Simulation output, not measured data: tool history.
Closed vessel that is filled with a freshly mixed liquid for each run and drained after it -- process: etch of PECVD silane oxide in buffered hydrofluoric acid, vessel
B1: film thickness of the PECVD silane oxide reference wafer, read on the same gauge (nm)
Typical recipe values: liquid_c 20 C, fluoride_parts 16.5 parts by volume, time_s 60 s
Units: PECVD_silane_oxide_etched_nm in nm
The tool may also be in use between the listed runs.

Run 1, hour 0: usual settings; B1 60.02. Result: PECVD_silane_oxide_etched_nm 104.76 nm.
Run 2, hour 19.8: usual settings but fluoride_parts 14.5 parts by volume; B1 60. Result: PECVD_silane_oxide_etched_nm 119.25 nm.
Run 3, hour 55.6: usual settings but fluoride_parts 14.5 parts by volume; B1 60.03. Result: PECVD_silane_oxide_etched_nm 118.33 nm.
Run 4, hour 85.9: usual settings but liquid_c 21.5 C; B1 60. Result: PECVD_silane_oxide_etched_nm 115.16 nm.
Run 5, hour 108.6: usual settings but liquid_c 21.5 C; B1 59.98. Result: PECVD_silane_oxide_etched_nm 114.8 nm.
Run 6, hour 136.9: usual settings; B1 59.97. Result: PECVD_silane_oxide_etched_nm 104.96 nm.
Run 7, hour 172.2: usual settings; B1 60. Result: PECVD_silane_oxide_etched_nm 104.14 nm.
Run 8, hour 199.8: usual settings but time_s 75 s; B1 59.99. Result: PECVD_silane_oxide_etched_nm 131.91 nm.
Run 9, hour 218.4: usual settings but time_s 75 s; B1 59.96. Result: PECVD_silane_oxide_etched_nm 131.03 nm.
Run 10, hour 243.9: usual settings but time_s 75 s; B1 60.01. Result: PECVD_silane_oxide_etched_nm 132.66 nm.
Run 11, hour 270.7: usual settings; B1 60. Result: PECVD_silane_oxide_etched_nm 105.58 nm.
Run 12, hour 306.4: usual settings; B1 60.02. Result: PECVD_silane_oxide_etched_nm 105.96 nm.
Run 13, hour 339.5: usual settings; B1 60.01. Result: PECVD_silane_oxide_etched_nm 105.62 nm.
At hour 347.3: thermometer replaced.
Run 14, hour 358.6: usual settings but liquid_c 23.5 C, fluoride_parts 13 parts by volume; B1 60.02. Result: PECVD_silane_oxide_etched_nm 161.13 nm.
At hour 361.1: hydrofluoric acid flow meter replaced.
Run 15, hour 382.1: usual settings but fluoride_parts 12 parts by volume, time_s 40 s; B1 60.01. Result: PECVD_silane_oxide_etched_nm 87.06 nm.
Run 16, hour 402.9: usual settings but liquid_c 22 C, fluoride_parts 10.5 parts by volume, time_s 40 s; B1 60.02. Result: PECVD_silane_oxide_etched_nm 113.41 nm.
Run 17, hour 433.5: usual settings but liquid_c 18.5 C, fluoride_parts 22 parts by volume, time_s 40 s; B1 60.01. Result: PECVD_silane_oxide_etched_nm 45.78 nm.
At hour 437.5: gauge calibrated.
Run 18, hour 452.6: usual settings but time_s 30 s; B1 60.01. Result: PECVD_silane_oxide_etched_nm 49.14 nm.
Run 19, hour 465.8: usual settings but liquid_c 17 C; B1 59.99. Result: PECVD_silane_oxide_etched_nm 81.82 nm.
Run 20, hour 524.3: usual settings but liquid_c 21.5 C, fluoride_parts 12 parts by volume; B1 59.98. Result: PECVD_silane_oxide_etched_nm 145.18 nm.
Run 21, hour 546.1: usual settings but liquid_c 18 C, fluoride_parts 12 parts by volume, time_s 90 s; B1 60.01. Result: PECVD_silane_oxide_etched_nm 179.58 nm.
Run 22, hour 577.3: usual settings; B1 60.03. Result: PECVD_silane_oxide_etched_nm 96.7 nm.
Run 23, hour 598: usual settings but liquid_c 17 C, fluoride_parts 18 parts by volume; B1 59.99. Result: PECVD_silane_oxide_etched_nm 76.2 nm.
Run 24, hour 613.3: usual settings but liquid_c 18.5 C, fluoride_parts 13 parts by volume, time_s 40 s; B1 59.99. Result: PECVD_silane_oxide_etched_nm 75.21 nm.
Run 25, hour 635.5: usual settings; B1 60.01. Result: PECVD_silane_oxide_etched_nm 98.56 nm.
Run 26, hour 663.9: usual settings; B1 60.01. Result: PECVD_silane_oxide_etched_nm 97.98 nm.
Run 27, hour 691.6: usual settings but liquid_c 22.5 C, fluoride_parts 11.5 parts by volume, time_s 30 s; B1 60. Result: PECVD_silane_oxide_etched_nm 80.38 nm.

3 ways to go on from here, each from the tool as it stands after run 27. What would each give?
Run A, hour 692.3: usual settings; B1 ?. Result: PECVD_silane_oxide_etched_nm ?.
Run B, hour 692.3: usual settings but liquid_c 17 C, fluoride_parts 12.5 parts by volume; B1 ?. Result: PECVD_silane_oxide_etched_nm ?.
Run C, hour 692.3: usual settings but liquid_c 24.5 C, fluoride_parts 23 parts by volume, time_s 80 s; B1 ?. Result: PECVD_silane_oxide_etched_nm ?.

run     B1  PECVD_silane_oxide_etched_nm
  A  59.97                         97.24
  B  59.97                        107.78
  C  59.97                        123.61
Had the tool no hidden state, the same runs would have come out as:
run  PECVD_silane_oxide_etched_nm
  A                          93.8
  B                        103.99
  C                        120.54
